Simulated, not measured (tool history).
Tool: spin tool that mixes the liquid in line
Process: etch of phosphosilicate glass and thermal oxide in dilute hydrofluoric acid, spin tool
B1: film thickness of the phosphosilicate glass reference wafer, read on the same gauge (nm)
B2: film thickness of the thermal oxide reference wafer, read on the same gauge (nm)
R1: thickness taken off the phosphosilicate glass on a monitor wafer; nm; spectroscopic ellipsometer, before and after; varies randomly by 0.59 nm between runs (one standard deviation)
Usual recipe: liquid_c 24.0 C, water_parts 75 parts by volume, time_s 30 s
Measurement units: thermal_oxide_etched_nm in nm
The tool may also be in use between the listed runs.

{"run": 1, "hour": 0.0, "liquid_c": 24.0, "water_parts": 75, "time_s": 30, "B1": 30.02, "B2": 129.989, "R1": 60.93, "thermal_oxide_etched_nm": 1.625}
{"run": 2, "hour": 31.6, "liquid_c": 24.0, "water_parts": 75, "time_s": 30, "B1": 30.0, "B2": 130.0, "R1": 61.6, "thermal_oxide_etched_nm": 1.643}
{"run": 3, "hour": 92.2, "liquid_c": 24.0, "water_parts": 75, "time_s": 30, "B1": 30.0, "B2": 130.028, "R1": 60.18, "thermal_oxide_etched_nm": 1.622}
{"run": 4, "hour": 143.5, "liquid_c": 24.0, "water_parts": 75, "time_s": 30, "B1": 29.99, "B2": 129.978, "R1": 59.89, "thermal_oxide_etched_nm": 1.613}
{"run": 5, "hour": 189.1, "liquid_c": 24.0, "water_parts": 90, "time_s": 45, "B1": 30.0, "B2": 130.007, "R1": 72.92, "thermal_oxide_etched_nm": 1.986}
{"run": 6, "hour": 224.9, "liquid_c": 24.0, "water_parts": 90, "time_s": 45, "B1": 30.04, "B2": 130.038, "R1": 73.44, "thermal_oxide_etched_nm": 1.907}
{"hour": 250.9, "done": "gauge calibrated"}
{"run": 7, "hour": 272.6, "liquid_c": 24.0, "water_parts": 90, "time_s": 45, "B1": 30.02, "B2": 129.999, "R1": 72.89, "thermal_oxide_etched_nm": 1.923}
{"hour": 282.9, "done": "hydrofluoric acid flow meter replaced"}
{"run": 8, "hour": 306.7, "liquid_c": 24.0, "water_parts": 75, "time_s": 45, "B1": 30.01, "B2": 130.016, "R1": 102.76, "thermal_oxide_etched_nm": 2.65}
{"run": 9, "hour": 356.5, "liquid_c": 22.0, "water_parts": 75, "time_s": 30, "B1": 30.0, "B2": 129.987, "R1": 62.96, "thermal_oxide_etched_nm": 1.639}
{"run": 10, "hour": 395.1, "liquid_c": 22.0, "water_parts": 75, "time_s": 30, "B1": 29.98, "B2": 129.996, "R1": 62.24, "thermal_oxide_etched_nm": 1.661}
{"run": 11, "hour": 431.9, "liquid_c": 19.5, "water_parts": 75, "time_s": 30, "B1": 29.98, "B2": 129.993, "R1": 55.89, "thermal_oxide_etched_nm": 1.502}
{"hour": 457.1, "done": "thermometer replaced"}
{"run": 12, "hour": 477.8, "liquid_c": 24.0, "water_parts": 75, "time_s": 30, "B1": 29.98, "B2": 130.005, "R1": 66.88, "thermal_oxide_etched_nm": 1.801}
{"run": 13, "hour": 529.9, "liquid_c": 24.0, "water_parts": 75, "time_s": 30, "B1": 30.0, "B2": 130.001, "R1": 67.45, "thermal_oxide_etched_nm": 1.788}
{"run": 14, "hour": 573.2, "liquid_c": 22.0, "water_parts": 95, "time_s": 50, "B1": 30.0, "B2": 129.996, "R1": 79.1, "thermal_oxide_etched_nm": 2.144}
{"run": 15, "hour": 621.1, "liquid_c": 19.5, "water_parts": 65, "time_s": 50, "B1": 30.02, "B2": 130.005, "R1": 106.56, "thermal_oxide_etched_nm": 2.857}
{"run": 16, "hour": 686.2, "liquid_c": 26.0, "water_parts": 75, "time_s": 30, "B1": 30.01, "B2": 130.01, "R1": 72.17, "thermal_oxide_etched_nm": 1.935}
{"run": 17, "hour": 743.1, "liquid_c": 26.5, "water_parts": 90, "time_s": 45, "B1": 29.99, "B2": 130.019, "R1": 89.38, "thermal_oxide_etched_nm": 2.382}
{"run": 18, "hour": 794.6, "liquid_c": 22.5, "water_parts": 60, "time_s": 30, "B1": 30.0, "B2": 130.006, "R1": 79.01, "thermal_oxide_etched_nm": 2.07}
{"run": 19, "hour": 851.3, "liquid_c": 19.5, "water_parts": 100, "time_s": 25, "B1": 30.0, "B2": 130.038, "R1": 32.98, "thermal_oxide_etched_nm": 0.889}

What will run 20 give?
{"run": 20, "hour": 914.6, "liquid_c": 24.0, "water_parts": 75, "time_s": 30, "B1": "?", "B2": "?", "R1": "?", "thermal_oxide_etched_nm": "?"}

{"run 20": {"B1": 30.04, "B2": 129.962, "R1": 65.99, "thermal_oxide_etched_nm": 1.729}}
Without the tool's hidden state the same run would have given R1 69.55 nm, thermal_oxide_etched_nm 1.822 nm.
